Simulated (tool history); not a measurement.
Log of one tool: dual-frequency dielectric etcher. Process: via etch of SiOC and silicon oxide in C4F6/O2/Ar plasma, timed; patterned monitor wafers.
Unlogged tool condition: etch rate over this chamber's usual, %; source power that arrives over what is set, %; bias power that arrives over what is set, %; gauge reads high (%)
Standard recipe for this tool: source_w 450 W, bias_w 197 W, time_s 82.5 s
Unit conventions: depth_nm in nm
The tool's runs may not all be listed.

run    hour  source_w  bias_w  time_s  wafers since the last listed run  hours since the last wet clean  hours since the last source power generator calibration  hours since the last bias power generator calibration  hours since the last upper electrode change  hours since the gauge calibration  read-back reference wafer on the same gauge, depth_nm  depth_nm
  1     0.0       450     197    92.0                                 0                           583.5                                                   1042.4                                                 4218.4                                       5012.5                              378.7                                                   91.1     106.3
  2    99.2       450     197    92.0                              1337                           682.7                                                   1141.6                                                 4317.6                                       5111.7                              477.9                                                   91.1     106.4
      201.2  -- wet clean of the chamber
  3   206.6       450     197    92.0                              1124                             5.4                                                   1249.0                                                 4425.0                                       5219.1                              585.3                                                   91.1     106.8
  4   297.8       450     197    82.5                              1229                            96.6                                                   1340.2                                                 4516.2                                       5310.3                              676.5                                                   91.1      95.3
      576.9  -- upper electrode replaced
  5   577.2       410     197    82.5                              3444                           376.0                                                   1619.6                                                 4795.6                                          0.3                              955.9                                                   91.1      91.9
  6   628.8       410     197    82.5                               695                           427.6                                                   1671.2                                                 4847.2                                         51.9                             1007.5                                                   91.0      92.6
  7   691.7       450     197    82.5                               848                           490.5                                                   1734.1                                                 4910.1                                        114.8                             1070.4                                                   91.1      95.1
  8   732.7       450     197    82.5                               552                           531.5                                                   1775.1                                                 4951.1                                        155.8                             1111.4                                                   91.2      95.2
      797.2  -- bias power generator calibrated
  9   825.2       500     180    82.5                              1193                           624.0                                                   1867.6                                                   28.0                                        248.3                             1203.9                                                   91.1      94.7
      893.9  -- wet clean of the chamber
 10   918.9       340     149    59.0                               939                            25.0                                                   1961.3                                                  121.7                                        342.0                             1297.6                                                   91.1      55.3
 11   981.6       560     197    82.5                               845                            87.7                                                   2024.0                                                  184.4                                        404.7                             1360.3                                                   91.1     102.1
 12  1079.9       450     197    82.5                              1325                           186.0                                                   2122.3                                                  282.7                                        503.0                             1458.6                                                   91.0      95.0
 13  1249.3       370     197   105.0                              2284                           355.4                                                   2291.7                                                  452.1                                        672.4                             1628.0                                                   91.1     113.8
 14  1296.2       450     197    82.5                               632                           402.3                                                   2338.6                                                  499.0                                        719.3                             1674.9                                                   91.1      95.1
 15  1360.4       530     197    82.5                               865                           466.5                                                   2402.8                                                  563.2                                        783.5                             1739.1                                                   91.1     100.5
 16  1421.0       530     165    82.5                               817                           527.1                                                   2463.4                                                  623.8                                        844.1                             1799.7                                                   91.0      93.0
     1422.2  -- gauge calibrated
 17  1460.0       450     209    82.5                               525                           566.1                                                   2502.4                                                  662.8                                        883.1                               37.8                                                   91.1      98.0
     1514.4  -- wet clean of the chamber
 18  1530.5       350     210    72.5                               627                            16.1                                                   2572.9                                                  733.3                                        953.6                              108.3                                                   91.1      79.8
 19  1624.9       450     197   107.0                              1273                           110.5                                                   2667.3                                                  827.7                                       1048.0                              202.7                                                   91.1     123.9
     1646.2  -- source power generator calibrated
 20  1708.0       540     171    98.5                              1066                           193.6                                                     61.8                                                  910.8                                       1131.1                              285.8                                                   91.1     114.4
 21  1796.2       450     197    82.5                              1189                           281.8                                                    150.0                                                  999.0                                       1219.3                              374.0                                                   91.1      95.8
 22  2119.1       450     197    82.5                              4354                           604.7                                                    472.9                                                 1321.9                                       1542.2                              696.9                                                   91.1      95.3
     2148.4  -- wet clean of the chamber
 23  2178.5       450     219    82.5                               477                            30.1                                                    532.3                                                 1381.3                                       1601.6                              756.3                                                   91.1      99.6
 24  2250.6       360     236   100.5                               972                           102.2                                                    604.4                                                 1453.4                                       1673.7                              828.4                                                   91.0     117.4
 25  2331.9       450     168   103.0                              1096                           183.5                                                    685.7                                                 1534.7                                       1755.0                              909.7                                                   91.2     111.1
 26  2369.8       410     197   100.0                               511                           221.4                                                    723.6                                                 1572.6                                       1792.9                              947.6                                                   91.1     112.0
 27  2410.7       450     225    82.5                               551                           262.3                                                    764.5                                                 1613.5                                       1833.8                              988.5                                                   91.0     100.7
 28  2489.7       450     197    82.5                              1065                           341.3                                                    843.5                                                 1692.5                                       1912.8                             1067.5                                                   91.1      95.1
 29  2597.2       550     222   103.0                              1449                           448.8                                                    951.0                                                 1800.0                                       2020.3                             1175.0                                                   91.1     133.0

5 options for the next run, each taken on its own from the tool as it stands now. Forecast them:
  A  2597.6       350     197    82.5                                 5                           449.2                                                    951.4                                                 1800.4                                       2020.7                             1175.4                                                      ?         ?
  B  2597.6       380     197    82.5                                 5                           449.2                                                    951.4                                                 1800.4                                       2020.7                             1175.4                                                      ?         ?
  C  2597.6       450     163    89.0                                 5                           449.2                                                    951.4                                                 1800.4                                       2020.7                             1175.4                                                      ?         ?
  D  2597.6       560     197   106.0                                 5                           449.2                                                    951.4                                                 1800.4                                       2020.7                             1175.4                                                      ?         ?
  E  2597.6       540     197    98.0                                 5                           449.2                                                    951.4                                                 1800.4                                       2020.7                             1175.4                                                      ?         ?

run  read-back reference wafer on the same gauge, depth_nm  depth_nm
  A                                                   91.2      88.3
  B                                                   91.2      90.5
  C                                                   91.2      94.8
  D                                                   91.2     131.6
  E                                                   91.2     120.2
What these runs would have given with no unlogged condition in the tool:
run  depth_nm
  A      88.3
  B      90.5
  C      94.8
  D     131.6
  E     120.2
